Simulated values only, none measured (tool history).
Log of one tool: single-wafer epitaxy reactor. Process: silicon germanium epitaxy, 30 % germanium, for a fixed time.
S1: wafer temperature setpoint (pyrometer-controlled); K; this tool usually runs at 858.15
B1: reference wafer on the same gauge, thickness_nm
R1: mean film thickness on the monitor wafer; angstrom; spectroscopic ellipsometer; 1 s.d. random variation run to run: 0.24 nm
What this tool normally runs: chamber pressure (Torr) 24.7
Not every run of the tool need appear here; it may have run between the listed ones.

run 1 hour=0 | S1=848.15 chamber_pressure_(Torr)=24.7 | B1=45.537 | R1=447.05
run 2 hour=34.2 | S1=848.15 chamber_pressure_(Torr)=24.7 | B1=45.497 | R1=452.57
run 3 hour=76.9 | S1=858.15 chamber_pressure_(Torr)=24.7 | B1=45.449 | R1=530.63
run 4 hour=109.9 | S1=858.15 chamber_pressure_(Torr)=24.7 | B1=45.553 | R1=531.25
run 5 hour=157.2 | S1=858.15 chamber_pressure_(Torr)=24.7 | B1=45.538 | R1=534.52
run 6 hour=222.2 | S1=858.15 chamber_pressure_(Torr)=24.7 | B1=45.629 | R1=533.7
run 7 hour=280.6 | S1=858.15 chamber_pressure_(Torr)=24.7 | B1=45.506 | R1=536.98
run 8 hour=329.2 | S1=858.15 chamber_pressure_(Torr)=24.7 | B1=45.574 | R1=531
-- hour=357.5 pyrometer calibrated
run 9 hour=367.4 | S1=858.15 chamber_pressure_(Torr)=24.7 | B1=45.524 | R1=483.72
run 10 hour=423.1 | S1=858.15 chamber_pressure_(Torr)=24.7 | B1=45.524 | R1=487.46
-- hour=439.5 capacitance manometer re-zeroed and calibrated
run 11 hour=456.3 | S1=858.15 chamber_pressure_(Torr)=20.8 | B1=45.465 | R1=426.45
-- hour=498.2 showerhead replaced
run 12 hour=498.7 | S1=858.15 chamber_pressure_(Torr)=20.8 | B1=45.401 | R1=424.96
-- hour=503.4 gauge calibrated
run 13 hour=524.5 | S1=863.15 chamber_pressure_(Torr)=19.4 | B1=45.515 | R1=443.57
run 14 hour=578.7 | S1=858.15 chamber_pressure_(Torr)=24.7 | B1=45.431 | R1=478.81
run 15 hour=632.5 | S1=853.15 chamber_pressure_(Torr)=30.4 | B1=45.526 | R1=496.57
run 16 hour=679.7 | S1=865.15 chamber_pressure_(Torr)=27 | B1=45.49 | R1=569.19
run 17 hour=733.3 | S1=872.15 chamber_pressure_(Torr)=30.1 | B1=45.471 | R1=680.73
run 18 hour=804.8 | S1=863.15 chamber_pressure_(Torr)=24.7 | B1=45.536 | R1=527.6
run 19 hour=834 | S1=867.15 chamber_pressure_(Torr)=22.3 | B1=45.394 | R1=533.21
run 20 hour=885.1 | S1=858.15 chamber_pressure_(Torr)=24.7 | B1=45.506 | R1=494.81
run 21 hour=942.1 | S1=847.15 chamber_pressure_(Torr)=26.8 | B1=45.447 | R1=429.87
run 22 hour=992.5 | S1=843.15 chamber_pressure_(Torr)=27.8 | B1=45.571 | R1=412.34
run 23 hour=1039.2 | S1=863.15 chamber_pressure_(Torr)=22.3 | B1=45.432 | R1=510.35
run 24 hour=1098.3 | S1=866.15 chamber_pressure_(Torr)=24.7 | B1=45.523 | R1=567.16
run 25 hour=1165.5 | S1=853.15 chamber_pressure_(Torr)=19.4 | B1=45.464 | R1=402.89

Forecast each of these 5 alternatives for the next run:
run A hour=1165.9 | S1=846.15 chamber_pressure_(Torr)=24.7 | B1=? | R1=?
run B hour=1165.9 | S1=849.15 chamber_pressure_(Torr)=24.7 | B1=? | R1=?
run C hour=1165.9 | S1=871.15 chamber_pressure_(Torr)=21.5 | B1=? | R1=?
run D hour=1165.9 | S1=845.15 chamber_pressure_(Torr)=24.7 | B1=? | R1=?
run E hour=1165.9 | S1=858.15 chamber_pressure_(Torr)=21.8 | B1=? | R1=?

run=A B1=45.52 R1=412.12
run=B B1=45.52 R1=433.52
run=C B1=45.52 R1=573.87
run=D B1=45.52 R1=405.19
run=E B1=45.52 R1=468.17
With the hidden condition removed and each run's random variation left untouched, the same runs would have given:
run=A R1=378.89
run=B R1=398.72
run=C R1=529.19
run=D R1=372.48
run=E R1=431.06
